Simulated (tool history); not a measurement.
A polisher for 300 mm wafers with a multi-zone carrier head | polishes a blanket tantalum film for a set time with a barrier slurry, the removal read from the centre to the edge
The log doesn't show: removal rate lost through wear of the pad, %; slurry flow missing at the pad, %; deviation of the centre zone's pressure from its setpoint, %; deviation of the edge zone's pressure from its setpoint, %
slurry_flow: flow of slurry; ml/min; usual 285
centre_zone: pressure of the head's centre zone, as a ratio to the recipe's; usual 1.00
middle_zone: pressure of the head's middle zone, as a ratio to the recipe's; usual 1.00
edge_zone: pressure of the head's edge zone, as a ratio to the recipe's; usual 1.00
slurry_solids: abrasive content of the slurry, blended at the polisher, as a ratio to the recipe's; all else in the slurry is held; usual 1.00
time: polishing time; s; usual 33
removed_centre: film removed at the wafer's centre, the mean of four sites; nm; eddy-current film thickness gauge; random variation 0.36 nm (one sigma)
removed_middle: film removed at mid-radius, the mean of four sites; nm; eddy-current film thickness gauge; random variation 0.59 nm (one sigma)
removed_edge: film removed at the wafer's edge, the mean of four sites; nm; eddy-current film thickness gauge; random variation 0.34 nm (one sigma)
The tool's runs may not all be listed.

run	hour	slurry_flow	centre_zone	middle_zone	edge_zone	slurry_solids	time	wafers since the last listed run	wafers polished on this pad	hours since the slurry nozzle was cleaned	hours since the centre zone pressure was calibrated	hours since the edge zone pressure was calibrated	hours since the carrier head's membrane was replaced	incoming thickness of the incoming film, nm	removed_centre	removed_middle	removed_edge
1	0.0	285	1.00	1.00	1.00	1.00	33	0	303	93.7	691.1	763.1	754.6	458.8	43.6	44.6	44.1
2	55.2	285	1.00	1.00	1.00	1.00	33	563	866	148.9	746.3	818.3	809.8	448.0	44.5	45.0	43.6
3	112.6	285	1.00	1.00	1.00	1.00	33	586	1452	206.3	803.7	875.7	867.2	444.4	43.0	44.8	43.7
4	179.2	285	1.00	1.00	1.00	1.00	33	680	2132	272.9	870.3	942.3	933.8	444.1	43.1	43.5	43.0
# hour 190.4: worn pad replaced by a new one, repeated, since the last time left the tool worse
5	225.5	285	1.00	1.00	1.00	1.00	33	431	358	319.2	916.6	988.6	980.1	447.0	47.6	48.9	47.8
# hour 275.1: carrier head's membrane replaced by a new one
6	280.7	285	1.00	1.00	1.00	1.00	33	512	871	374.4	971.8	1043.8	5.6	445.2	47.4	49.2	47.6
7	320.0	285	1.00	1.00	1.00	1.00	33	401	1272	413.7	1011.1	1083.1	44.9	452.9	47.3	48.2	47.2
# hour 348.0: slurry nozzle cleaned
8	353.5	285	1.00	1.00	1.00	1.00	33	331	1604	5.5	1044.6	1116.6	78.4	451.5	47.0	47.4	46.6
9	421.2	285	0.93	1.00	1.08	1.00	33	691	2295	73.2	1112.3	1184.3	146.1	446.3	43.0	47.4	47.4
# hour 434.9: worn pad replaced by a new one
10	484.7	285	0.91	1.00	1.00	1.00	24	607	508	136.7	1175.8	1247.8	209.6	445.2	31.7	35.4	35.0
# hour 495.3: centre zone pressure recalibrated
11	532.1	285	0.93	1.00	1.00	1.00	33	463	972	184.1	36.8	1295.2	257.0	450.4	43.8	47.7	47.1
# hour 588.2: edge zone pressure recalibrated
12	593.1	320	1.08	0.93	1.00	1.00	33	602	1574	245.1	97.8	4.9	318.0	460.1	50.8	45.7	47.2
13	647.8	285	1.00	1.00	1.00	1.00	33	558	2133	299.8	152.5	59.6	372.7	453.3	46.6	46.9	46.3
14	691.0	200	1.10	1.00	1.07	1.00	36	441	2574	343.0	195.7	102.8	415.9	450.3	52.6	49.0	49.9
15	721.7	285	1.00	1.00	1.00	1.00	33	313	2887	373.7	226.4	133.5	446.6	450.0	46.1	47.0	46.6
# hour 732.8: worn pad replaced by a new one
16	775.8	285	1.00	1.00	1.00	0.70	45	511	439	427.8	280.5	187.6	500.7	457.7	53.1	54.4	53.6
# hour 805.6: slurry nozzle cleaned
17	839.1	285	1.00	1.00	1.00	1.00	33	636	1075	33.5	343.8	250.9	564.0	445.2	47.5	48.0	47.7
18	904.8	285	1.00	1.00	1.05	1.00	41	670	1746	99.2	409.5	316.6	629.7	445.7	58.2	58.8	59.9
19	941.6	285	1.00	1.07	1.00	1.00	33	375	2122	136.0	446.3	353.4	666.5	445.3	46.5	50.2	46.6
20	976.5	325	1.00	1.00	0.96	1.10	40	356	2478	170.9	481.2	388.3	701.4	454.7	59.4	60.0	58.6
21	1022.9	285	1.00	1.00	1.00	1.00	24	473	2952	217.3	527.6	434.7	747.8	454.3	33.9	34.7	33.2

4 ways to go on from here, each from the tool as it stands after run 21. What would each give?
A	1023.3	285	1.00	1.09	1.00	1.00	33	4	2956	217.7	528.0	435.1	748.2	451.2	?	?	?
B	1023.3	285	1.00	1.00	1.00	1.25	45	4	2956	217.7	528.0	435.1	748.2	451.2	?	?	?
C	1023.3	285	1.00	1.00	1.00	1.00	26	4	2956	217.7	528.0	435.1	748.2	451.2	?	?	?
D	1023.3	215	0.91	1.00	0.90	1.00	44	4	2956	217.7	528.0	435.1	748.2	451.2	?	?	?

run	removed_centre	removed_middle	removed_edge
A	46.0	49.6	46.1
B	67.8	68.1	68.0
C	36.2	36.3	36.3
D	53.8	59.6	57.8
Without the tool's hidden state the same runs would have given:
run	removed_centre	removed_middle	removed_edge
A	48.2	52.0	48.3
B	71.1	71.3	71.3
C	38.0	38.1	38.1
D	56.4	62.5	60.6
